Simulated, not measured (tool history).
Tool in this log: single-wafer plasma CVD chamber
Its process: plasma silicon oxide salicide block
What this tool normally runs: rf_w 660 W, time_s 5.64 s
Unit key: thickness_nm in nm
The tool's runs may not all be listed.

run    hour  rf_w  time_s  wafers since the last listed run  hours since the last RF generator calibration  hours since the showerhead was replaced  hours since the gauge calibration  read-back reference wafer on the same gauge, thickness_nm  thickness_nm
  1     0.0   660    5.21                                 0                                          951.0                                   2096.2                             1260.1                                                     60.977        52.098
       91.4  -- gauge calibrated
  2    96.8   660    5.21                              2310                                         1047.8                                   2193.0                                5.4                                                     60.891        51.668
  3   236.6   660    5.64                              3336                                         1187.6                                   2332.8                              145.2                                                     60.833        56.244
  4   261.2   700    5.64                               587                                         1212.2                                   2357.4                              169.8                                                     60.830        57.114
  5   319.4   700    5.64                              1389                                         1270.4                                   2415.6                              228.0                                                     60.967        56.886
  6   384.9   700    5.64                              1563                                         1335.9                                   2481.1                              293.5                                                     60.909        56.993
  7   442.4   660    5.28                              1372                                         1393.4                                   2538.6                              351.0                                                     60.783        52.008
  8   482.2   660    5.28                               949                                         1433.2                                   2578.4                              390.8                                                     60.891        52.717
      512.4  -- RF generator calibrated
  9   538.7   660    5.28                              1157                                           26.3                                   2634.9                              447.3                                                     60.918        53.722
 10   593.9   660    5.25                              1317                                           81.5                                   2690.1                              502.5                                                     60.887        53.148
 11   641.8   660    5.25                              1143                                          129.4                                   2738.0                              550.4                                                     60.946        52.921
 12   688.6   660    5.64                              1117                                          176.2                                   2784.8                              597.2                                                     60.982        57.028
 13   733.6   660    5.64                              1074                                          221.2                                   2829.8                              642.2                                                     61.014        57.501
 14   765.3   660    5.64                               756                                          252.9                                   2861.5                              673.9                                                     60.980        57.314
 15   954.8   660    5.64                              4523                                          442.4                                   3051.0                              863.4                                                     60.773        57.187
 16   979.1   660    5.64                               579                                          466.7                                   3075.3                              887.7                                                     60.795        56.977
 17  1028.9   660    5.64                              1188                                          516.5                                   3125.1                              937.5                                                     60.948        57.115
 18  1066.0   660    5.64                               885                                          553.6                                   3162.2                              974.6                                                     60.961        56.997
 19  1119.0   760    5.64                              1265                                          606.6                                   3215.2                             1027.6                                                     60.893        58.724
 20  1181.4   760    5.64                              1489                                          669.0                                   3277.6                             1090.0                                                     60.861        58.628
 21  1233.5   760    5.64                              1243                                          721.1                                   3329.7                             1142.1                                                     60.866        58.851
 22  1286.3   660    5.64                              1260                                          773.9                                   3382.5                             1194.9                                                     60.919        56.609
 23  1326.6   765    4.99                               961                                          814.2                                   3422.8                             1235.2                                                     60.804        52.471
 24  1366.5   660    5.64                               952                                          854.1                                   3462.7                             1275.1                                                     60.840        56.437
 25  1395.9   625    6.65                               701                                          883.5                                   3492.1                             1304.5                                                     60.953        65.443
     1459.8  -- gauge calibrated
 26  1463.5   660    5.64                              1613                                          951.1                                   3559.7                                3.7                                                     60.866        56.138
 27  1532.7   790    5.20                              1651                                         1020.3                                   3628.9                               72.9                                                     60.795        54.885
 28  1581.3   660    5.25                              1159                                         1068.9                                   3677.5                              121.5                                                     60.939        52.029
 29  1647.8   715    5.64                              1587                                         1135.4                                   3744.0                              188.0                                                     60.907        57.655
 30  1764.6   625    4.84                              2787                                         1252.2                                   3860.8                              304.8                                                     60.941        47.597
 31  1818.7   660    5.64                              1291                                         1306.3                                   3914.9                              358.9                                                     60.920        55.972
     1862.9  -- showerhead replaced
 32  1873.0   660    5.64                              1105                                         1360.6                                     10.1                              413.2                                                     60.923        55.607
     1920.3  -- RF generator calibrated
 33  1932.7   660    5.64                              1233                                           12.4                                     69.8                              472.9                                                     60.957        57.331
 34  1977.0   595    6.56                              1057                                           56.7                                    114.1                              517.2                                                     60.928        64.634
 35  2040.8   770    6.16                              1522                                          120.5                                    177.9                              581.0                                                     60.874        65.099
 36  2072.3   660    5.64                               751                                          152.0                                    209.4                              612.5                                                     60.838        56.677
 37  2126.6   755    5.64                              1296                                          206.3                                    263.7                              666.8                                                     60.778        59.512
 38  2176.5   580    4.77                              1191                                          256.2                                    313.6                              716.7                                                     60.951        46.633
 39  2218.1   760    5.64                               992                                          297.8                                    355.2                              758.3                                                     60.980        59.181
 40  2255.7   540    5.05                               897                                          335.4                                    392.8                              795.9                                                     60.990        48.318
 41  2307.9   745    4.97                              1245                                          387.6                                    445.0                              848.1                                                     60.731        51.942
 42  2430.4   660    5.64                              2923                                          510.1                                    567.5                              970.6                                                     60.933        57.024
 43  2455.0   605    5.32                               587                                          534.7                                    592.1                              995.2                                                     60.882        52.595
 44  2492.3   740    4.79                               890                                          572.0                                    629.4                             1032.5                                                     60.818        49.732
 45  2526.9   715    4.76                               825                                          606.6                                    664.0                             1067.1                                                     60.871        49.115

Across each entry between runs, compare the hidden state at the last listed run before it with the hidden state at the first listed run after it:
After run 1, before run 2: gauge calibrated (hour 91.4)
  delivered RF power above the setpoint (%): -4.17 -> -4.99
  measured value less the no-hidden-state value, thickness_nm: -0.604 -> -0.720 nm
After run 8, before run 9: RF generator calibrated (hour 512.4)
  delivered RF power above the setpoint (%): -9.03 -> -0.198
  measured value less the no-hidden-state value, thickness_nm: -1.364 -> -0.029 nm
After run 25, before run 26: gauge calibrated (hour 1459.8)
  delivered RF power above the setpoint (%): -3.49 -> -4.02
  measured value less the no-hidden-state value, thickness_nm: -0.633 -> -0.626 nm
After run 31, before run 32: showerhead replaced (hour 1862.9)
  delivered RF power above the setpoint (%): -7.4 -> -8.01
  measured value less the no-hidden-state value, thickness_nm: -1.175 -> -1.268 nm
After run 32, before run 33: RF generator calibrated (hour 1920.3)
  delivered RF power above the setpoint (%): -8.01 -> -0.22
  measured value less the no-hidden-state value, thickness_nm: -1.268 -> -0.034 nm
